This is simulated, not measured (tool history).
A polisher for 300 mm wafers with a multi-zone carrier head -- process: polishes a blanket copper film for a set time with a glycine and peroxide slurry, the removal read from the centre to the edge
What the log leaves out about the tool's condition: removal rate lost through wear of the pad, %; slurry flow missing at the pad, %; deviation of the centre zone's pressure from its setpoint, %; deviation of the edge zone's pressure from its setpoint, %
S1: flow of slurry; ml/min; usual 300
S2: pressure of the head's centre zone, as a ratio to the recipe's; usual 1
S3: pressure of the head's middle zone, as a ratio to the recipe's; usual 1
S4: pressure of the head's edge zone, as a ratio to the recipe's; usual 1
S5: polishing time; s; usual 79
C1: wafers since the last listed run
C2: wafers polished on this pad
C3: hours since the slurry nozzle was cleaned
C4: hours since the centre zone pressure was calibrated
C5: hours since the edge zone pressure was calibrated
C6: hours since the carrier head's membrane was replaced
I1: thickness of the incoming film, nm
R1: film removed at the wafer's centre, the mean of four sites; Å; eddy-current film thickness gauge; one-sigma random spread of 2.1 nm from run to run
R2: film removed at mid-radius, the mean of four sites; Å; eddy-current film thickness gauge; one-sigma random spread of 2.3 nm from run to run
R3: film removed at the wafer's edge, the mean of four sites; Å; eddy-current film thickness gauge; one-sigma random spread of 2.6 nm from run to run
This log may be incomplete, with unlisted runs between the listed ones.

run	day	S1	S2	S3	S4	S5	C1	C2	C3	C4	C5	C6	I1	R1	R2	R3
1	0	300	1	1	1	79	0	1486	388	669.1	16.8	643.9	1165.4	2663	2625	2660
2	1.996	300	1	1	1	79	355	1842	435.9	717	64.7	691.8	1207.9	2693	2615	2624
3	4.662	300	1	1	1	79	475	2317	499.9	781	128.7	755.8	1198.6	2634	2633	2634
# day 5.75: centre zone pressure recalibrated
4	7.783	260	1	0.91	1	79	541	2859	574.8	48.8	203.6	830.7	1185.2	2548	2360	2573
# day 10.754: slurry nozzle cleaned
5	12.033	300	1	1	1.06	79	750	3609	30.7	150.8	305.6	932.7	1184.3	2679	2645	2768
6	14.262	300	1	0.89	1.04	79	397	4007	84.2	204.3	359.1	986.2	1199.1	2672	2364	2748
7	18.75	220	0.93	1	0.94	56	799	4807	191.9	312	466.8	1093.9	1186.1	1673	1793	1769
# day 21.7: worn pad replaced by a new one
8	22.95	300	1	0.89	1	79	718	222	292.7	412.8	567.6	1194.7	1194.8	2674	2323	2657
# day 25.238: edge zone pressure recalibrated
9	25.938	300	1	1	1	79	517	740	364.4	484.5	16.8	1266.4	1208	2670	2641	2645
10	28.192	300	1	1.1	1	92	401	1142	418.5	538.6	70.9	1320.5	1217.8	3068	3317	3069
11	31.967	205	1	0.95	0.9	98	672	1815	509.1	629.2	161.5	1411.1	1186.5	3112	2873	2992
# day 32.646: centre zone pressure recalibrated
12	34.879	300	1	1	1	79	504	2319	579	53.6	231.4	1481	1167.1	2616	2597	2613
13	38.55	365	0.94	1	1.08	79	654	2973	667.1	141.7	319.5	1569.1	1186.1	2519	2654	2803
# day 39.846: carrier head's membrane replaced by a new one
14	40.054	245	1	1.06	1.04	95	231	3204	703.2	177.8	355.6	5	1186.7	3020	3117	3141
15	44.379	300	1	1	1	96	770	3975	807	281.6	459.4	108.8	1179.4	3135	3068	3144
# day 44.642: slurry nozzle cleaned
16	48.65	250	0.91	1	1.1	88	753	4729	96.2	384.1	561.9	211.3	1197.2	2639	2840	3046
17	51.754	360	1.1	0.96	1	79	553	5283	170.7	458.6	636.4	285.8	1183.1	2998	2550	2676
# day 52.025: worn pad replaced by a new one
18	53.912	300	0.9	1	1	79	355	336	222.5	510.4	688.2	337.6	1191.5	2401	2616	2680
19	56.483	245	0.92	1.09	1	79	458	794	284.2	572.1	749.9	399.3	1191.4	2386	2772	2578
# day 58.317: edge zone pressure recalibrated
20	59.392	265	1	1.03	1.08	92	503	1298	354	641.9	25.8	469.1	1208.7	3021	3042	3224
# day 60.629: centre zone pressure recalibrated
21	63.275	380	1	1.11	1	88	677	1975	447.2	63.5	119	562.3	1187.8	3004	3275	2995
22	66.975	360	1.1	0.96	1	79	659	2635	536	152.3	207.8	651.1	1170.5	2918	2570	2699
23	71.262	335	1.07	0.94	0.94	79	764	3399	638.9	255.2	310.7	754	1191.5	2831	2516	2565

What if the next run were any one of these 3? Each begins from the tool's condition after run 23:
A	71.279	300	1	1.1	1	79	2	3402	639.3	255.6	311.1	754.4	1193.4	?	?	?
B	71.279	300	1	1	0.91	79	2	3402	639.3	255.6	311.1	754.4	1193.4	?	?	?
C	71.279	260	1.11	1.07	1	92	2	3402	639.3	255.6	311.1	754.4	1193.4	?	?	?

run	R1	R2	R3
A	2598	2815	2571
B	2596	2596	2465
C	3285	3136	2950
Stripped of hidden state, with their random variation kept, the same runs would have yielded:
run	R1	R2	R3
A	2663	2878	2615
B	2661	2655	2507
C	3382	3218	3008
